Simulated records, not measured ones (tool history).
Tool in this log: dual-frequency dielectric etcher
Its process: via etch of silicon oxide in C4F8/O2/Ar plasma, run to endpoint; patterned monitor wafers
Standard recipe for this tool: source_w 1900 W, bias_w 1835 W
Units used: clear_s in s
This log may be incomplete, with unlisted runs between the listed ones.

| run | hour | source_w | bias_w | incoming incoming film thickness, nm | clear_s |
|---|---|---|---|---|---|
| 1 | 0.0 | 1900 | 1835 | 1922.5 | 455.3 |
| 2 | 45.2 | 1900 | 1835 | 1926.7 | 460.2 |
|  | 122.3 | wet clean of the chamber |
| 3 | 124.7 | 1900 | 1835 | 1920.1 | 433.4 |
| 4 | 193.8 | 1900 | 1572 | 1927.0 | 449.3 |
| 5 | 236.0 | 1900 | 1572 | 1929.7 | 454.5 |
| 6 | 295.0 | 1900 | 1572 | 1914.1 | 451.1 |
| 7 | 354.8 | 1900 | 1472 | 1908.8 | 459.9 |
|  | 418.0 | upper electrode replaced |
| 8 | 418.5 | 1900 | 1472 | 1909.1 | 463.9 |
| 9 | 481.2 | 2370 | 2203 | 1915.6 | 394.3 |
| 10 | 525.2 | 1900 | 1835 | 1936.4 | 458.6 |
|  | 546.6 | bias power generator calibrated |
|  | 617.5 | wet clean of the chamber |
| 11 | 624.9 | 1900 | 1835 | 1920.3 | 437.1 |
| 12 | 684.2 | 1900 | 1485 | 1920.5 | 446.0 |
|  | 739.4 | source power generator calibrated |
| 13 | 788.6 | 2370 | 2024 | 1914.8 | 387.1 |
| 14 | 837.7 | 1900 | 1835 | 1931.2 | 445.6 |
| 15 | 929.4 | 2350 | 1448 | 1925.7 | 414.8 |
|  | 1098.4 | wet clean of the chamber |
| 16 | 1108.5 | 2260 | 1835 | 1925.9 | 391.1 |

Some steps in clear_s, run to run, broken into two amounts with sign: the step expected even without the hidden condition (settings, incoming material, random variation), and the rest, left for the hidden condition together with whatever gauge scatter is not in both the measured and the hidden-condition-free result:
Hidden conditions of the tool in this case: etch rate over this chamber's usual, %; source power that arrives over what is set, %; bias power that arrives over what is set, %.
Run 8 -> 9: source_w 1900 -> 2370, bias_w 1472 -> 2203. clear_s -69.6 s: hidden state +0.3, all else -69.9.
Run 10 -> 11: bias power generator calibrated, wet clean of the chamber. clear_s -21.5 s: hidden state -22.0, all else +0.5.
